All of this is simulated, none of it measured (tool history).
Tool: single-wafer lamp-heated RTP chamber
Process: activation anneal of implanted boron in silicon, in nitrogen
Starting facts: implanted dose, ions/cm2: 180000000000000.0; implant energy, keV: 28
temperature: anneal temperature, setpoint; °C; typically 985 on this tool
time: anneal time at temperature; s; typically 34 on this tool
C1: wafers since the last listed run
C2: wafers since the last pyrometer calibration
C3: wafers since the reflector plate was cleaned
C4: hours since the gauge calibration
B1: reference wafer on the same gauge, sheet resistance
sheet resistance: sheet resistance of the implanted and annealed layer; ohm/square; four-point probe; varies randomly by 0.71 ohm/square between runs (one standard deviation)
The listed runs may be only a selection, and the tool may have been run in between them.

{"run": 1, "hour": 0.0, "temperature": 985, "time": 34, "C1": 0, "C2": 1285, "C3": 5892, "C4": 41.6, "B1": 479.9, "sheet resistance": 451.96}
{"hour": 22.8, "done": "pyrometer window cleaned and pyrometer calibrated"}
{"run": 2, "hour": 50.9, "temperature": 985, "time": 34, "C1": 656, "C2": 430, "C3": 6548, "C4": 92.5, "B1": 479.94, "sheet resistance": 453.48}
{"run": 3, "hour": 64.1, "temperature": 985, "time": 34, "C1": 201, "C2": 632, "C3": 6750, "C4": 105.7, "B1": 480.03, "sheet resistance": 453.33}
{"hour": 78.8, "done": "gauge calibrated"}
{"run": 4, "hour": 81.8, "temperature": 985, "time": 34, "C1": 270, "C2": 903, "C3": 7021, "C4": 3.0, "B1": 479.95, "sheet resistance": 452.92}
{"run": 5, "hour": 90.1, "temperature": 985, "time": 34, "C1": 126, "C2": 1030, "C3": 7148, "C4": 11.3, "B1": 480.02, "sheet resistance": 452.33}
{"run": 6, "hour": 98.5, "temperature": 985, "time": 25, "C1": 128, "C2": 1158, "C3": 7276, "C4": 19.7, "B1": 479.79, "sheet resistance": 454.43}
{"hour": 120.3, "done": "reflector plate cleaned"}
{"run": 7, "hour": 120.8, "temperature": 985, "time": 34, "C1": 218, "C2": 1377, "C3": 6, "C4": 42.0, "B1": 480.04, "sheet resistance": 451.26}
{"run": 8, "hour": 121.2, "temperature": 985, "time": 34, "C1": 6, "C2": 1383, "C3": 13, "C4": 42.4, "B1": 480.04, "sheet resistance": 451.34}
{"hour": 136.4, "done": "pyrometer window cleaned and pyrometer calibrated"}
{"run": 9, "hour": 136.9, "temperature": 985, "time": 34, "C1": 117, "C2": 7, "C3": 130, "C4": 58.1, "B1": 479.85, "sheet resistance": 454.91}
{"run": 10, "hour": 143.2, "temperature": 960, "time": 14, "C1": 96, "C2": 104, "C3": 227, "C4": 64.4, "B1": 480.1, "sheet resistance": 483.48}
{"run": 11, "hour": 154.3, "temperature": 970, "time": 54, "C1": 169, "C2": 273, "C3": 397, "C4": 75.5, "B1": 479.85, "sheet resistance": 457.45}
{"run": 12, "hour": 160.9, "temperature": 1015, "time": 51, "C1": 100, "C2": 374, "C3": 498, "C4": 82.1, "B1": 480.01, "sheet resistance": 447.66}
{"run": 13, "hour": 171.4, "temperature": 1009, "time": 19, "C1": 160, "C2": 535, "C3": 658, "C4": 92.6, "B1": 479.97, "sheet resistance": 450.19}
{"run": 14, "hour": 183.9, "temperature": 985, "time": 50, "C1": 191, "C2": 726, "C3": 849, "C4": 105.1, "B1": 480.02, "sheet resistance": 450.55}
{"run": 15, "hour": 209.4, "temperature": 1008, "time": 27, "C1": 390, "C2": 1116, "C3": 1240, "C4": 130.6, "B1": 480.12, "sheet resistance": 450.26}

Here are 5 independent what-if runs from the current tool condition. What would each one return?
{"run": "A", "hour": 209.8, "temperature": 985, "time": 34, "C1": 6, "C2": 1123, "C3": 1246, "C4": 131.0, "B1": "?", "sheet resistance": "?"}
{"run": "B", "hour": 209.8, "temperature": 1005, "time": 34, "C1": 6, "C2": 1123, "C3": 1246, "C4": 131.0, "B1": "?", "sheet resistance": "?"}
{"run": "C", "hour": 209.8, "temperature": 957, "time": 39, "C1": 6, "C2": 1123, "C3": 1246, "C4": 131.0, "B1": "?", "sheet resistance": "?"}
{"run": "D", "hour": 209.8, "temperature": 985, "time": 53, "C1": 6, "C2": 1123, "C3": 1246, "C4": 131.0, "B1": "?", "sheet resistance": "?"}
{"run": "E", "hour": 209.8, "temperature": 985, "time": 42, "C1": 6, "C2": 1123, "C3": 1246, "C4": 131.0, "B1": "?", "sheet resistance": "?"}

run=A B1=480.08 sheet_resistance=453.09
run=B B1=480.08 sheet_resistance=450.70
run=C B1=480.08 sheet_resistance=466.48
run=D B1=480.08 sheet_resistance=451.73
run=E B1=480.08 sheet_resistance=452.44
Stripped of hidden state, with their random variation kept, the same runs would have yielded:
run=A sheet_resistance=456.44
run=B sheet_resistance=451.59
run=C sheet_resistance=480.20
run=D sheet_resistance=454.52
run=E sheet_resistance=455.48

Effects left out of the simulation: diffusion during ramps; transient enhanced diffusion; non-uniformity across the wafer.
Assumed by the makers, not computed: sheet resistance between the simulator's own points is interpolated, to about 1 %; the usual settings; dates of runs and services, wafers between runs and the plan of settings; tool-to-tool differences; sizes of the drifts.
